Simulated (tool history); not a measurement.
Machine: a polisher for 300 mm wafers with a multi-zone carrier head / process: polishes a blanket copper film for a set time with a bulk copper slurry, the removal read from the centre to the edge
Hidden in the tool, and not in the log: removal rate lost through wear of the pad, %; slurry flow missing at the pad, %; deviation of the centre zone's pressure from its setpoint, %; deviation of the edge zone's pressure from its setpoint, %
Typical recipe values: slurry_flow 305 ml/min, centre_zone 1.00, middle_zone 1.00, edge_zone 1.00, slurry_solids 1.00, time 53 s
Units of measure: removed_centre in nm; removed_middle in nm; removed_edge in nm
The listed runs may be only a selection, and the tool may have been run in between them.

run    hour  slurry_flow  centre_zone  middle_zone  edge_zone  slurry_solids  time  wafers since the last listed run  wafers polished on this pad  hours since the slurry nozzle was cleaned  hours since the centre zone pressure was calibrated  hours since the edge zone pressure was calibrated  hours since the carrier head's membrane was replaced  incoming thickness of the incoming film, nm  removed_centre  removed_middle  removed_edge
  1     0.0          375         1.00         1.00       1.00           1.00    53                                 0                         1387                                      480.3                                                791.0                                               17.0                                                 767.7                                       3583.6           297.7           304.0         300.0
       41.1  -- slurry nozzle cleaned
  2   136.4          305         1.06         1.00       1.00           1.00    63                               971                         2358                                       95.3                                                927.4                                              153.4                                                 904.1                                       3543.7           383.1           362.2         356.9
      300.2  -- worn pad replaced by a new one
  3   380.3          305         1.00         1.00       1.00           0.80    53                              1721                          574                                      339.2                                               1171.3                                              397.3                                                1148.0                                       3564.4           277.7           281.8         274.2
      456.5  -- centre zone pressure recalibrated
  4   458.8          305         1.00         1.00       1.00           0.80    53                               549                         1123                                      417.7                                                  2.3                                              475.8                                                1226.5                                       3555.4           276.2           276.7         276.9
      520.1  -- slurry nozzle cleaned
  5   520.6          305         1.00         0.93       1.00           1.10    53                               436                         1560                                        0.5                                                 64.1                                              537.6                                                1288.3                                       3578.9           318.9           301.5         316.2
  6   613.0          305         1.00         0.88       0.96           1.00    53                               663                         2223                                       92.9                                                156.5                                              630.0                                                1380.7                                       3563.8           306.9           275.3         297.7
  7   706.9          305         1.00         1.00       0.92           1.00    53                               673                         2897                                      186.8                                                250.4                                              723.9                                                1474.6                                       3567.5           299.3           299.7         288.0
      725.3  -- edge zone pressure recalibrated
  8   778.1          305         1.00         1.00       1.00           1.00    53                               496                         3393                                      258.0                                                321.6                                               52.8                                                1545.8                                       3578.4           296.9           299.0         295.5
      793.9  -- worn pad replaced by a new one
  9   854.2          305         1.10         0.92       1.00           1.00    53                               517                          432                                      334.1                                                397.7                                              128.9                                                1621.9                                       3528.2           318.4           282.6         298.4
 10   949.3          360         0.94         1.00       0.95           1.00    53                               682                         1115                                      429.2                                                492.8                                              224.0                                                1717.0                                       3569.0           293.8           302.6         294.0
      984.8  -- slurry nozzle cleaned
     1016.8  -- carrier head's membrane replaced by a new one
 11  1032.3          305         1.00         1.00       1.05           1.30    61                               552                         1667                                       47.5                                                575.8                                              307.0                                                  15.5                                       3566.0           384.1           379.4         381.0
 12  1100.4          305         1.04         1.00       1.00           1.00    53                               488                         2156                                      115.6                                                643.9                                              375.1                                                  83.6                                       3583.3           318.0           305.0         296.5
 13  1155.2          305         1.00         1.00       1.00           1.00    53                               393                         2549                                      170.4                                                698.7                                              429.9                                                 138.4                                       3621.2           296.5           307.2         302.2
 14  1224.9          305         1.00         1.00       1.00           1.00    53                               500                         3050                                      240.1                                                768.4                                              499.6                                                 208.1                                       3566.4           293.1           299.6         295.2
     1278.0  -- worn pad replaced by a new one
 15  1278.5          305         1.00         1.00       1.00           1.00    53                               355                            3                                      293.7                                                822.0                                              553.2                                                 261.7                                       3620.0           301.9           296.9         296.0
 16  1323.2          275         0.93         1.00       0.92           1.00    40                               320                          324                                      338.4                                                866.7                                              597.9                                                 306.4                                       3549.0           202.2           219.8         209.9
 17  1378.5          305         1.00         1.00       1.00           1.00    53                               396                          721                                      393.7                                                922.0                                              653.2                                                 361.7                                       3593.2           300.0           297.6         293.2
 18  1472.4          305         1.00         1.00       1.06           1.00    53                               673                         1395                                      487.6                                               1015.9                                              747.1                                                 455.6                                       3548.2           290.5           294.6         304.8
     1489.9  -- edge zone pressure recalibrated
     1507.7  -- slurry nozzle cleaned
 19  1530.0          305         1.00         1.00       1.00           1.25    53                               391                         1787                                       22.3                                               1073.5                                               40.1                                                 513.2                                       3534.0           323.6           332.1         322.8
 20  1595.3          305         1.00         1.00       1.00           0.75    63                               468                         2255                                       87.6                                               1138.8                                              105.4                                                 578.5                                       3488.8           329.1           336.1         333.6

Describe how what the log doesn't record of the tool's condition differs between the last listed run preceding each entry between runs and the first listed run following it.
Between runs 1 and 2: slurry nozzle cleaned (hour 41.1)
  slurry flow missing at the pad, %: 33.1 -> 17.4
  the result without the hidden state subtracted from the measured one, removed_centre: -14.7 -> -9.6 nm; removed_middle: -13.4 -> -8.2 nm; removed_edge: -10.1 -> -6.1 nm
Between runs 2 and 3: worn pad replaced by a new one (hour 300.2)
  slurry flow missing at the pad, %: 17.4 -> 32.5
  the result without the hidden state subtracted from the measured one, removed_centre: -9.6 -> -16.7 nm; removed_middle: -8.2 -> -15.1 nm; removed_edge: -6.1 -> -11.0 nm
Between runs 3 and 4: centre zone pressure recalibrated (hour 456.5)
  slurry flow missing at the pad, %: 32.5 -> 34.3
  the result without the hidden state subtracted from the measured one, removed_centre: -16.7 -> -18.2 nm; removed_middle: -15.1 -> -16.2 nm; removed_edge: -11.0 -> -12.1 nm
Between runs 4 and 5: slurry nozzle cleaned (hour 520.1)
  slurry flow missing at the pad, %: 34.3 -> 0.991
  the result without the hidden state subtracted from the measured one, removed_centre: -18.2 -> -0.4 nm; removed_middle: -16.2 -> -0.3 nm; removed_edge: -12.1 -> -0.3 nm
Between runs 7 and 8: edge zone pressure recalibrated (hour 725.3)
  slurry flow missing at the pad, %: 23.1 -> 27.1
  the result without the hidden state subtracted from the measured one, removed_centre: -11.0 -> -13.6 nm; removed_middle: -9.8 -> -12.3 nm; removed_edge: -7.1 -> -9.0 nm
Between runs 8 and 9: worn pad replaced by a new one (hour 793.9)
  slurry flow missing at the pad, %: 27.1 -> 30
  the result without the hidden state subtracted from the measured one, removed_centre: -13.6 -> -16.9 nm; removed_middle: -12.3 -> -13.4 nm; removed_edge: -9.0 -> -10.6 nm
Between runs 10 and 11: slurry nozzle cleaned (hour 984.8); carrier head's membrane replaced by a new one (hour 1016.8)
  slurry flow missing at the pad, %: 32.2 -> 9.69
  the result without the hidden state subtracted from the measured one, removed_centre: -14.5 -> -4.8 nm; removed_middle: -13.4 -> -4.3 nm; removed_edge: -9.8 -> -3.3 nm
Between runs 14 and 15: worn pad replaced by a new one (hour 1278.0)
  slurry flow missing at the pad, %: 27.1 -> 29.4
  the result without the hidden state subtracted from the measured one, removed_centre: -13.4 -> -15.7 nm; removed_middle: -12.2 -> -13.7 nm; removed_edge: -9.1 -> -10.2 nm
Between runs 18 and 19: edge zone pressure recalibrated (hour 1489.9); slurry nozzle cleaned (hour 1507.7)
  slurry flow missing at the pad, %: 33.9 -> 6.3
  the result without the hidden state subtracted from the measured one, removed_centre: -18.7 -> -2.5 nm; removed_middle: -17.0 -> -2.3 nm; removed_edge: -13.1 -> -1.8 nm
